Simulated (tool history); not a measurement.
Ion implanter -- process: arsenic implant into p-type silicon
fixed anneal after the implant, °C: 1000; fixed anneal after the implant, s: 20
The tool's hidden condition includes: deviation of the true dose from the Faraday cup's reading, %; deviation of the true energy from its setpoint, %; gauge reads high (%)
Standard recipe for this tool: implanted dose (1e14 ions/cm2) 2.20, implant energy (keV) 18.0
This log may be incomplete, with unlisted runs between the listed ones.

| run | hour | implanted dose (1e14 ions/cm2) | implant energy (keV) | wafers since the last listed run | hours since the last dose calibration | hours since the extraction supply was calibrated | hours since the gauge calibration | read-back reference wafer on the same gauge, sheet resistance | sheet resistance of the implanted and annealed layer (ohm/square) |
|---|---|---|---|---|---|---|---|---|---|
| 1 | 0.0 | 2.20 | 16.0 | 0 | 985.5 | 4982.1 | 470.6 | 430.67 | 364.66 |
| 2 | 69.7 | 2.20 | 16.0 | 1220 | 1055.2 | 5051.8 | 540.3 | 431.06 | 360.02 |
| 3 | 84.1 | 2.20 | 16.0 | 252 | 1069.6 | 5066.2 | 554.7 | 431.06 | 360.97 |
| 4 | 105.7 | 2.20 | 18.0 | 378 | 1091.2 | 5087.8 | 576.3 | 430.98 | 358.31 |
| 5 | 126.7 | 2.20 | 18.0 | 367 | 1112.2 | 5108.8 | 597.3 | 431.20 | 357.20 |
| 6 | 161.9 | 2.38 | 18.0 | 616 | 1147.4 | 5144.0 | 632.5 | 431.05 | 334.81 |
| 7 | 190.5 | 2.38 | 18.0 | 500 | 1176.0 | 5172.6 | 661.1 | 430.79 | 331.23 |
| 8 | 205.4 | 2.38 | 18.0 | 260 | 1190.9 | 5187.5 | 676.0 | 431.09 | 332.42 |
| 9 | 240.7 | 2.63 | 22.0 | 617 | 1226.2 | 5222.8 | 711.3 | 430.81 | 302.35 |
| 10 | 272.4 | 2.20 | 18.0 | 554 | 1257.9 | 5254.5 | 743.0 | 431.02 | 350.80 |
| 11 | 298.2 | 2.45 | 18.0 | 451 | 1283.7 | 5280.3 | 768.8 | 430.77 | 327.76 |
| 12 | 317.0 | 2.45 | 18.0 | 329 | 1302.5 | 5299.1 | 787.6 | 430.72 | 327.24 |
| 13 | 333.7 | 2.45 | 18.0 | 292 | 1319.2 | 5315.8 | 804.3 | 430.90 | 324.44 |
| 14 | 357.6 | 2.20 | 18.0 | 418 | 1343.1 | 5339.7 | 828.2 | 430.82 | 352.54 |
| 15 | 374.6 | 2.20 | 18.0 | 297 | 1360.1 | 5356.7 | 845.2 | 430.68 | 348.99 |
|  | 397.6 | Faraday cup replaced and dose calibrated |
| 16 | 398.1 | 2.20 | 18.0 | 271 | 0.5 | 5380.2 | 868.7 | 430.93 | 369.42 |
| 17 | 427.4 | 2.20 | 18.0 | 512 | 29.8 | 5409.5 | 898.0 | 430.98 | 368.45 |
|  | 446.4 | extraction supply calibrated |
| 18 | 450.0 | 2.20 | 18.0 | 255 | 52.4 | 3.6 | 920.6 | 431.67 | 368.75 |
| 19 | 483.9 | 2.54 | 15.5 | 593 | 86.3 | 37.5 | 954.5 | 431.15 | 337.12 |
|  | 501.3 | gauge calibrated |
| 20 | 507.1 | 2.58 | 24.0 | 406 | 109.5 | 60.7 | 5.8 | 430.83 | 315.86 |
| 21 | 537.7 | 2.20 | 13.5 | 535 | 140.1 | 91.3 | 36.4 | 430.90 | 383.61 |
| 22 | 562.7 | 2.59 | 23.0 | 437 | 165.1 | 116.3 | 61.4 | 430.97 | 318.35 |
| 23 | 585.6 | 1.59 | 16.0 | 400 | 188.0 | 139.2 | 84.3 | 430.44 | 480.64 |
| 24 | 605.5 | 2.80 | 18.0 | 348 | 207.9 | 159.1 | 104.2 | 431.76 | 307.82 |
| 25 | 623.7 | 2.20 | 18.0 | 318 | 226.1 | 177.3 | 122.4 | 430.94 | 369.47 |
| 26 | 641.4 | 1.99 | 23.0 | 309 | 243.8 | 195.0 | 140.1 | 430.85 | 382.86 |
| 27 | 662.6 | 1.89 | 21.0 | 371 | 265.0 | 216.2 | 161.3 | 431.24 | 404.43 |
| 28 | 675.4 | 2.20 | 18.0 | 224 | 277.8 | 229.0 | 174.1 | 431.11 | 366.14 |
| 29 | 706.2 | 1.75 | 24.0 | 539 | 308.6 | 259.8 | 204.9 | 430.72 | 420.59 |
| 30 | 732.6 | 1.70 | 24.0 | 462 | 335.0 | 286.2 | 231.3 | 431.01 | 427.27 |
| 31 | 749.1 | 2.20 | 12.5 | 288 | 351.5 | 302.7 | 247.8 | 430.97 | 386.74 |
| 32 | 781.9 | 1.58 | 14.5 | 574 | 384.3 | 335.5 | 280.6 | 430.66 | 489.94 |
| 33 | 819.9 | 2.54 | 13.0 | 665 | 422.3 | 373.5 | 318.6 | 431.10 | 342.58 |
| 34 | 846.8 | 2.58 | 24.0 | 470 | 449.2 | 400.4 | 345.5 | 430.83 | 314.36 |
| 35 | 877.6 | 2.20 | 15.0 | 539 | 480.0 | 431.2 | 376.3 | 431.32 | 376.96 |
| 36 | 901.0 | 2.20 | 18.0 | 409 | 503.4 | 454.6 | 399.7 | 430.84 | 366.78 |

Consider 5 possible next runs. They are alternatives, not a sequence: every one starts from the tool as it was left by run 36. What does each give?
| A | 901.4 | 2.20 | 18.0 | 7 | 503.8 | 455.0 | 400.1 | ? | ? |
| B | 901.4 | 2.20 | 23.5 | 7 | 503.8 | 455.0 | 400.1 | ? | ? |
| C | 901.4 | 2.71 | 12.5 | 7 | 503.8 | 455.0 | 400.1 | ? | ? |
| D | 901.4 | 1.60 | 18.0 | 7 | 503.8 | 455.0 | 400.1 | ? | ? |
| E | 901.4 | 1.62 | 13.0 | 7 | 503.8 | 455.0 | 400.1 | ? | ? |

| run | read-back reference wafer on the same gauge, sheet resistance | sheet resistance of the implanted and annealed layer (ohm/square) |
|---|---|---|
| A | 430.79 | 365.93 |
| B | 430.79 | 352.77 |
| C | 430.79 | 326.54 |
| D | 430.79 | 464.08 |
| E | 430.79 | 480.43 |
Had the tool no hidden state, the same runs would have come out as:
| run | sheet resistance of the implanted and annealed layer (ohm/square) |
|---|---|
| A | 367.39 |
| B | 354.15 |
| C | 327.86 |
| D | 465.90 |
| E | 482.34 |
